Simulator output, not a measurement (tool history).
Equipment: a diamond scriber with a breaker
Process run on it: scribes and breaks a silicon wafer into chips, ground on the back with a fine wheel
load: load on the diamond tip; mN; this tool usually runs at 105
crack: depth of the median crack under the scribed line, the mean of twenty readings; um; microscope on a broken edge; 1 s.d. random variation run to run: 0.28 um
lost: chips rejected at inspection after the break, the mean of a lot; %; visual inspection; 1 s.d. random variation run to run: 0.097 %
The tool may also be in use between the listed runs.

run      day  load  incoming depth of the damage left on the back of the incoming wafer, um  crack  lost
  1    0.000   105                                                                     2.25  16.27  2.13
  2    3.692   105                                                                     2.67  17.08  2.52
  3    5.958   112                                                                     1.52  16.99  3.03
  4   10.042    97                                                                     1.51  15.87  1.86
  5   12.396    97                                                                     1.52  15.76  1.79
      15.567  -- load on the tip recalibrated
  6   17.071   105                                                                     1.92  15.83  1.95
      17.646  -- diamond tip replaced by a new one
  7   19.038   105                                                                     2.04  15.47  1.93
  8   23.442   105                                                                     2.72  15.71  2.46
  9   28.362    93                                                                     2.32  14.87  2.23
 10   31.796    93                                                                     2.95  15.10  2.63
 11   42.829    93                                                                     2.22  15.37  2.24
 12   46.671   125                                                                     2.23  17.88  3.80
      47.867  -- diamond tip replaced by a new one
 13   49.879   125                                                                     1.92  17.47  3.88
 14   53.004    83                                                                     2.70  14.11  3.12
 15   56.362    83                                                                     2.18  14.16  2.61
 16   59.588   105                                                                     2.47  16.25  2.38
 17   61.262   105                                                                     2.83  16.28  2.50
 18   63.838   105                                                                     2.60  16.31  2.24
 19   65.488   105                                                                     2.09  16.02  2.19
      69.221  -- load on the tip recalibrated
 20   69.633   105                                                                     2.98  15.24  2.45
 21   71.292   131                                                                     1.63  17.70  3.20
      74.804  -- diamond tip replaced by a new one
 22   79.288   105                                                                     2.07  15.50  1.91
 23   81.533    93                                                                     1.56  14.26  2.44
 24   83.417   121                                                                     1.66  17.05  2.35
 25   85.304   118                                                                     2.55  16.50  2.52
 26   88.950    80                                                                     2.38  12.79  4.31
 27   92.288    78                                                                     1.83  13.35  4.76
 28   96.771    96                                                                     1.77  15.15  2.07
 29   99.146    85                                                                     2.91  13.71  3.85
 30  102.329   133                                                                     1.72  17.73  4.11
 31  104.675   127                                                                     2.12  17.91  3.53
 32  107.179    77                                                                     1.81  13.50  4.01
     107.979  -- diamond tip replaced by a new one
 33  109.608    94                                                                     2.21  14.62  2.31
 34  113.946    91                                                                     2.88  14.86  2.82
 35  115.875    75                                                                     2.34  13.66  4.63
 36  118.842   105                                                                     1.79  16.12  1.97
 37  121.538   105                                                                     1.57  16.39  2.24
 38  124.138   105                                                                     1.93  16.62  2.07
 39  128.025   129                                                                     2.22  18.62  5.37
 40  132.492   105                                                                     1.71  16.41  2.39
 41  134.925   120                                                                     2.29  18.01  4.60
     136.400  -- load on the tip recalibrated
 42  138.121    76                                                                     1.95  13.01  5.10

The tool's hidden state at each run:
share of the diamond tip's cutting effectiveness lost through wear, %: 0 on each run
H1: deviation of the load on the tip from its setpoint, %
run      H1
  1    8.89
  2    10.2
  3    11.1
  4    12.8
  5    13.8
  6    2.41
  7    2.45
  8    2.64
  9    3.04
 10    3.42
 11    5.26
 12    6.12
 13    6.93
 14    7.79
 15     8.8
 16    9.85
 17    10.4
 18    11.4
 19      12
 20   -1.42
 21    -1.4
 22   -1.03
 23  -0.838
 24  -0.646
 25  -0.426
 26  0.0755
 27   0.624
 28     1.5
 29    2.02
 30    2.79
 31    3.41
 32    4.12
 33    4.85
 34    6.27
 35    6.94
 36    8.04
 37     9.1
 38    10.2
 39    11.9
 40      14
 41    15.2
 42   0.858
